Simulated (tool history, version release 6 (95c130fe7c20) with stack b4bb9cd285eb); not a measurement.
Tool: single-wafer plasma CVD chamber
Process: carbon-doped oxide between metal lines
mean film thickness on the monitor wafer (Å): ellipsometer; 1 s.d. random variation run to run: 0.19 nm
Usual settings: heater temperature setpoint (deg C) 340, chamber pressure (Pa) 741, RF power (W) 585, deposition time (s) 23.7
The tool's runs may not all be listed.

run,hour,heater temperature setpoint (deg C),chamber pressure (Pa),RF power (W),deposition time (s),wafers since the last listed run,hours since the last thermocouple change,hours since the last RF generator calibration,hours since the last manometer calibration,hours since the showerhead was replaced,hours since the gauge calibration,"read-back reference wafer on the same gauge, thickness_nm",mean film thickness on the monitor wafer (Å)
1,0,340,741,585,22.4,0,1461.3,1769.8,1889.3,8175.1,90.3,124.059,1158.06
2,6.1,340,741,585,22.4,168,1467.4,1775.9,1895.4,8181.2,96.4,124.042,1155.53
3,12.8,348,741,585,23.7,185,1474.1,1782.6,1902.1,8187.9,103.1,124.112,1187.57
4,26.2,348,741,585,23.7,370,1487.5,1796,1915.5,8201.3,116.5,124.053,1190.25
5,34.7,340,887,585,23.7,234,1496,1804.5,1924,8209.8,125,123.949,1243.03
6,42.2,340,887,585,23.7,207,1503.5,1812,1931.5,8217.3,132.5,123.982,1242.3
7,55.7,340,741,585,23.7,372,1517,1825.5,1945,8230.8,146,123.962,1222.94
8,71,340,741,585,23.7,422,1532.3,1840.8,1960.3,8246.1,161.3,124.07,1220.55
9,83.9,340,741,585,23.7,356,1545.2,1853.7,1973.2,8259,174.2,123.954,1218.7
# hour 94.7: showerhead replaced
10,95.2,340,741,585,23.7,91,1556.5,1865,1984.5,0.5,185.5,123.956,1219.94
11,101,340,741,585,25.5,160,1562.3,1870.8,1990.3,6.3,191.3,123.913,1307.35
# hour 120.5: RF generator calibrated
12,121,340,741,585,25.5,331,1582.3,0.5,2010.3,26.3,211.3,123.991,1347.84
# hour 124.9: gauge calibrated
13,135.3,340,741,585,23.7,395,1596.6,14.8,2024.6,40.6,10.4,124.088,1254.36
14,151.5,340,741,585,23.7,447,1612.8,31,2040.8,56.8,26.6,124.072,1257.1
15,163.6,340,741,585,23.7,334,1624.9,43.1,2052.9,68.9,38.7,124.02,1255.34
16,172.8,340,876,585,23.7,254,1634.1,52.3,2062.1,78.1,47.9,123.941,1275.44
# hour 184.9: thermocouple changed; heater temperature recalibrated
17,185.4,352,741,585,23.7,127,0.5,64.9,2074.7,90.7,60.5,123.905,1207.21
18,187.8,349,741,585,21.7,66,2.9,67.3,2077.1,93.1,62.9,124.053,1117.22
# hour 201.5: capacitance manometer re-zeroed and calibrated
19,202,340,741,585,23.7,171,17.1,81.5,0.5,107.3,77.1,123.989,1259.72
20,206.8,350,741,510,23.7,132,21.9,86.3,5.3,112.1,81.9,124.082,1130.84
21,217.8,348,741,585,23.7,303,32.9,97.3,16.3,123.1,92.9,123.988,1222.51
22,232.3,325,741,635,19.9,400,47.4,111.8,30.8,137.6,107.4,124.028,1168.29
23,240,340,789,585,23.7,212,55.1,119.5,38.5,145.3,115.1,124.01,1262.5
24,251.5,340,741,665,20.2,317,66.6,131,50,156.8,126.6,124.06,1147.38
25,265.4,340,887,585,23.7,384,80.5,144.9,63.9,170.7,140.5,123.988,1275.22
26,281.8,349,605,585,23.7,453,96.9,161.3,80.3,187.1,156.9,123.992,1187.75
27,298.8,340,741,585,21.2,469,113.9,178.3,97.3,204.1,173.9,123.96,1127.61

4 options for the next run, each taken on its own from the tool as it stands now. Forecast them:
A,299.2,340,741,585,23.7,11,114.3,178.7,97.7,204.5,174.3,?,?
B,299.2,340,741,470,23.7,11,114.3,178.7,97.7,204.5,174.3,?,?
C,299.2,340,888,585,20,11,114.3,178.7,97.7,204.5,174.3,?,?
D,299.2,340,741,650,22.2,11,114.3,178.7,97.7,204.5,174.3,?,?

run,"read-back reference wafer on the same gauge, thickness_nm",mean film thickness on the monitor wafer (Å)
A,123.937,1254.53
B,123.937,1117.39
C,123.937,1079.06
D,123.937,1243.9
Stripped of hidden state, with their random variation kept, the same runs would have yielded:
run,mean film thickness on the monitor wafer (Å)
A,1258.12
B,1120.73
C,1082.15
D,1247.46
